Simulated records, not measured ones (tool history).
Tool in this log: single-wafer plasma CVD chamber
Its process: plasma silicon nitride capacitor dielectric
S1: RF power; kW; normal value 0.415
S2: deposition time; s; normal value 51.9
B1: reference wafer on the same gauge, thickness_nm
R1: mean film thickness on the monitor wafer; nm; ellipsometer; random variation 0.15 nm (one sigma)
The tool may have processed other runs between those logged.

run	day	S1	S2	B1	R1
1	0	0.415	51.9	72.864	70.711
2	1.55	0.415	51.9	72.82	70.644
3	2.588	0.415	51.9	72.809	70.752
# day 3.033: gauge calibrated
4	4.079	0.415	48.3	72.757	65.862
5	5.562	0.415	48.3	72.866	65.738
6	8.038	0.415	48.3	72.77	65.794
7	10.242	0.45	47.4	72.829	65.987
8	11.546	0.45	47.4	72.826	65.97
9	14.342	0.415	51.9	72.775	70.761
10	16.346	0.415	51.9	72.787	70.802
11	17.492	0.415	51.9	72.763	70.915
# day 20.058: showerhead replaced
12	20.079	0.415	51.9	72.75	70.707
13	21.525	0.415	51.9	72.762	70.611
14	24.446	0.37	51.9	72.82	68.496
# day 27.8: RF generator calibrated
15	32.167	0.45	47.4	72.818	66.104
16	33.288	0.35	56.7	72.78	73.927
17	35.562	0.465	49.1	72.778	68.98
# day 37.562: gauge calibrated
18	37.9	0.415	42.8	72.821	58.237
19	39.617	0.335	51.9	72.713	66.927
20	42.454	0.415	58.2	72.826	79.515
21	45.121	0.465	62.1	72.799	87.216

Run 22 has not been measured yet. What should we expect?
22	46.708	0.48	51.9	?	?

B1: 72.8
R1: 73.386 nm
Without the tool's hidden state the same run would have given R1 73.386 nm.

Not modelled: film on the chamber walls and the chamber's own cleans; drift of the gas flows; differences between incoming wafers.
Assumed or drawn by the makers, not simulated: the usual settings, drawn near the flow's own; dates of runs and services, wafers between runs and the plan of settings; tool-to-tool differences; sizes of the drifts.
